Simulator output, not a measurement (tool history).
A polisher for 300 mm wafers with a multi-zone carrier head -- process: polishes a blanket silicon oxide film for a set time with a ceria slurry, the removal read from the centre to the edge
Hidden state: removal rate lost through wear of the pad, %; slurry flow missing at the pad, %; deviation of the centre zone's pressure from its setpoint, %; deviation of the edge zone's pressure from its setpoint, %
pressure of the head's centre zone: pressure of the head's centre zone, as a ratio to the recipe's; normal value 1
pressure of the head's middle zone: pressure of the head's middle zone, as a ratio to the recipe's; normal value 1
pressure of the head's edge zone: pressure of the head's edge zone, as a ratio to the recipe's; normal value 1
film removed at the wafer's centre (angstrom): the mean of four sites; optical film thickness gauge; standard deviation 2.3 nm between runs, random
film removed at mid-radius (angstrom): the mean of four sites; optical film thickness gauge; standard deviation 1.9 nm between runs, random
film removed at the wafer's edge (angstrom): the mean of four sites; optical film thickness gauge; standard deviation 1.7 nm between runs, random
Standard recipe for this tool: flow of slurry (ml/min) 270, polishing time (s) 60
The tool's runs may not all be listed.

run,hour,flow of slurry (ml/min),pressure of the head's centre zone,pressure of the head's middle zone,pressure of the head's edge zone,polishing time (s),wafers since the last listed run,wafers polished on this pad,hours since the slurry nozzle was cleaned,hours since the centre zone pressure was calibrated,hours since the edge zone pressure was calibrated,hours since the carrier head's membrane was replaced,"incoming thickness of the incoming film, nm",film removed at the wafer's centre (angstrom),film removed at mid-radius (angstrom),film removed at the wafer's edge (angstrom)
1,0,270,0.97,1,1,60,0,5434,173.4,396.2,148.3,1035.3,1103.2,1910,1796,1811
2,44.6,270,1,1.12,1,70,620,6055,218,440.8,192.9,1079.9,1099.2,2306,2297,2105
# hour 53.5: worn pad replaced by a new one
3,92.4,270,1,1,1.06,60,609,541,265.8,488.6,240.7,1127.7,1084.4,2000,1788,1851
4,117.1,210,1,0.89,1,45,343,885,290.5,513.3,265.4,1152.4,1114.4,1461,1179,1314
5,169.9,270,1.08,1,0.89,60,734,1619,343.3,566.1,318.2,1205.2,1119.1,2118,1823,1699
6,200.2,270,1.05,1,1.1,51,421,2041,373.6,596.4,348.5,1235.5,1120.1,1792,1523,1592
7,239.2,270,1,1,0.91,49,542,2584,412.6,635.4,387.5,1274.5,1106.3,1638,1458,1438
8,296.6,270,1,1,1,60,798,3382,470,692.8,444.9,1331.9,1089.7,2016,1774,1778
# hour 329.4: centre zone pressure recalibrated
# hour 373.1: carrier head's membrane replaced by a new one
9,373.6,270,1.03,1,1.08,70,973,4356,547,44.2,521.9,0.5,1082.3,2237,2102,2220
# hour 407.7: slurry nozzle cleaned
10,434.9,270,1,1,1,60,838,5195,27.2,105.5,583.2,61.8,1102.5,1878,1796,1835
11,495.5,295,1,1.06,1,60,843,6038,87.8,166.1,643.8,122.4,1110.1,1952,1893,1812
# hour 529.1: worn pad replaced by a new one
12,540.8,270,1,1,1,60,574,163,133.1,211.4,689.1,167.7,1111.2,1895,1811,1777
13,599.2,335,1,1,1,44,812,975,191.5,269.8,747.5,226.1,1092.9,1427,1347,1366
14,630.7,270,1,1,1,60,438,1413,223,301.3,779,257.6,1103.1,1931,1793,1813
15,680.8,270,0.88,1,1,60,696,2110,273.1,351.4,829.1,307.7,1088.2,1703,1763,1817
16,708.9,270,1.08,0.92,1,60,390,2501,301.2,379.5,857.2,335.8,1107.6,2131,1707,1790
17,737.4,325,0.96,1,1,78,396,2898,329.7,408,885.7,364.3,1096.8,2513,2381,2407
# hour 914.3: edge zone pressure recalibrated
18,921.4,270,1,1.11,1,60,2531,5430,513.7,592,7.1,548.3,1096.7,1963,1943,1790
19,968.3,270,1,1,1,51,652,6082,560.6,638.9,54,595.2,1096.2,1665,1521,1543
# hour 993.3: slurry nozzle cleaned
# hour 1010.9: worn pad replaced by a new one
# hour 1156.4: centre zone pressure recalibrated
20,1163.3,270,1,1.04,0.9,60,2615,2091,170,6.9,249,790.2,1103.8,1844,1856,1714
21,1212.4,270,1,1,1,60,683,2774,219.1,56,298.1,839.3,1112.1,1827,1808,1814
22,1245.9,270,1,1,1,60,466,3240,252.6,89.5,331.6,872.8,1101.8,1865,1775,1823
23,1306.8,270,1,1,1,60,847,4088,313.5,150.4,392.5,933.7,1090.1,1863,1787,1822

Alternative continuations, all from the tool just after run 23; predict every row:
A,1307.2,270,1.09,1,1,60,5,4093,313.9,150.8,392.9,934.1,1095.8,?,?,?
B,1307.2,305,0.93,1,1,60,5,4093,313.9,150.8,392.9,934.1,1095.8,?,?,?
C,1307.2,270,1,1.1,1,60,5,4093,313.9,150.8,392.9,934.1,1095.8,?,?,?

run,film removed at the wafer's centre (angstrom),film removed at mid-radius (angstrom),film removed at the wafer's edge (angstrom)
A,2031,1815,1811
B,1757,1841,1830
C,1863,1969,1809
With no hidden state in the tool, these same runs would have given:
run,film removed at the wafer's centre (angstrom),film removed at mid-radius (angstrom),film removed at the wafer's edge (angstrom)
A,1999,1815,1811
B,1729,1841,1830
C,1834,1969,1809
